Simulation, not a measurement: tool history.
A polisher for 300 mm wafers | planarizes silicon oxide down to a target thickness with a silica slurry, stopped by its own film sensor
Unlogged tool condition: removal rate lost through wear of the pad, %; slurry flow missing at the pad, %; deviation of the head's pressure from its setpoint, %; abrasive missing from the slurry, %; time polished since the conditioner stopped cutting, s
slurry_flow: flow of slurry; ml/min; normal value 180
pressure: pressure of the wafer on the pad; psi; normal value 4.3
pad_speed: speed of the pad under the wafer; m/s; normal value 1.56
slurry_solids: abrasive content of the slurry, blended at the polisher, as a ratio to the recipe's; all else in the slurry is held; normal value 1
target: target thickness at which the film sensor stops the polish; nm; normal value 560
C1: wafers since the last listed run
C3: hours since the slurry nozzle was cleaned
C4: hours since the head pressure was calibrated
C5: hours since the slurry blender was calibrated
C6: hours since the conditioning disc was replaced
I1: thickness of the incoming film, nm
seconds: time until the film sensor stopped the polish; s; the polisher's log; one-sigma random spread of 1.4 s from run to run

Run 1, hour 0: usual settings; C1 0; wafers polished on this pad 54; C3 197.9; C4 51.4; C5 3.4; C6 158.2; I1 1127.3. Result: seconds 173 s.
Run 2, hour 29.5: usual settings; C1 223; wafers polished on this pad 277; C3 227.4; C4 80.9; C5 32.9; C6 187.7; I1 1095.5. Result: seconds 166.8 s.
At hour 31.2: slurry nozzle cleaned.
Run 3, hour 56.9: usual settings but pressure 4.7 psi; C1 199; wafers polished on this pad 477; C3 25.7; C4 108.3; C5 60.3; C6 215.1; I1 1102. Result: seconds 149.9 s.
At hour 67.9: worn pad replaced by a new one.
Run 4, hour 74.2: usual settings; C1 100; wafers polished on this pad 47; C3 43; C4 125.6; C5 77.6; C6 232.4; I1 1124.9. Result: seconds 172.1 s.
Run 5, hour 92.1: usual settings; C1 135; wafers polished on this pad 183; C3 60.9; C4 143.5; C5 95.5; C6 250.3; I1 1136.3. Result: seconds 175 s.
Run 6, hour 124.5: usual settings; C1 245; wafers polished on this pad 428; C3 93.3; C4 175.9; C5 127.9; C6 282.7; I1 1096.5. Result: seconds 169.4 s.
Run 7, hour 140.4: usual settings; C1 120; wafers polished on this pad 549; C3 109.2; C4 191.8; C5 143.8; C6 298.6; I1 1137.9. Result: seconds 182.3 s.
At hour 154.5: worn pad replaced by a new one.
Run 8, hour 155: usual settings; C1 80; wafers polished on this pad 4; C3 123.8; C4 206.4; C5 158.4; C6 313.2; I1 1108. Result: seconds 174 s.
At hour 166.6: slurry blender recalibrated.
Run 9, hour 179.9: usual settings; C1 173; wafers polished on this pad 177; C3 148.7; C4 231.3; C5 13.3; C6 338.1; I1 1093.8. Result: seconds 170.8 s.
Run 10, hour 200.7: usual settings; C1 157; wafers polished on this pad 334; C3 169.5; C4 252.1; C5 34.1; C6 358.9; I1 1141.5. Result: seconds 184.9 s.
Run 11, hour 217.3: usual settings but slurry_solids 0.8; C1 125; wafers polished on this pad 460; C3 186.1; C4 268.7; C5 50.7; C6 375.5; I1 1115.9. Result: seconds 221.9 s.
At hour 231.6: worn pad replaced by a new one.
At hour 237.9: conditioning disc replaced and pad reconditioned.
Run 12, hour 246.6: usual settings; C1 176; wafers polished on this pad 98; C3 215.4; C4 298; C5 80; C6 8.7; I1 1119.5. Result: seconds 182.1 s.
Run 13, hour 267.3: usual settings but pad_speed 1.04 m/s, slurry_solids 1.2; C1 156; wafers polished on this pad 255; C3 236.1; C4 318.7; C5 100.7; C6 29.4; I1 1115. Result: seconds 220 s.
At hour 279.8: slurry nozzle cleaned.
Run 14, hour 281.2: usual settings but pressure 3.1 psi, target 483 nm; C1 97; wafers polished on this pad 353; C3 1.4; C4 332.6; C5 114.6; C6 43.3; I1 1134.6. Result: seconds 284 s.
At hour 301.7: head pressure recalibrated.
At hour 309.5: worn pad replaced by a new one.
Run 15, hour 310: usual settings but slurry_flow 205 ml/min, pad_speed 1.14 m/s, target 646 nm; C1 172; wafers polished on this pad 4; C3 30.2; C4 8.3; C5 143.4; C6 72.1; I1 1101.1. Result: seconds 165.6 s.
Run 16, hour 326.1: usual settings but slurry_flow 165 ml/min, pad_speed 1.4 m/s, target 389 nm; C1 121; wafers polished on this pad 125; C3 46.3; C4 24.4; C5 159.5; C6 88.2; I1 1120.3. Result: seconds 232 s.
Run 17, hour 344.1: usual settings but pressure 2.9 psi, slurry_solids 0.85, target 483 nm; C1 136; wafers polished on this pad 262; C3 64.3; C4 42.4; C5 177.5; C6 106.2; I1 1101.9. Result: seconds 312.2 s.
At hour 347.5: slurry blender recalibrated.
Run 18, hour 356.3: usual settings but pad_speed 1.24 m/s, slurry_solids 1.2, target 385 nm; C1 77; wafers polished on this pad 339; C3 76.5; C4 54.6; C5 8.8; C6 118.4; I1 1112.7. Result: seconds 230.8 s.
Run 19, hour 391.2: usual settings; C1 264; wafers polished on this pad 603; C3 111.4; C4 89.5; C5 43.7; C6 153.3; I1 1117.3. Result: seconds 173.1 s.

What was the tool's hidden state at every run in the log?
removal rate lost through wear of the pad, %: 0 at every run
abrasive missing from the slurry, %: 0 at every run
time polished since the conditioner stopped cutting, s: 0 at every run
H1: slurry flow missing at the pad, %
H2: deviation of the head's pressure from its setpoint, %
run    H1      H2
  1  36.5   -2.74
  2  41.6   -4.43
  3  6.05   -5.67
  4  9.05   -6.31
  5  12.2   -6.89
  6  17.8   -7.73
  7  20.5   -8.07
  8  23.1   -8.34
  9  27.4   -8.73
 10    31   -9.01
 11  33.9   -9.19
 12    39   -9.46
 13  42.5   -9.61
 14  1.93    -9.7
 15  6.93  -0.863
 16  9.72   -2.26
 17  12.8   -3.62
 18    15   -4.43
 19    21   -6.33

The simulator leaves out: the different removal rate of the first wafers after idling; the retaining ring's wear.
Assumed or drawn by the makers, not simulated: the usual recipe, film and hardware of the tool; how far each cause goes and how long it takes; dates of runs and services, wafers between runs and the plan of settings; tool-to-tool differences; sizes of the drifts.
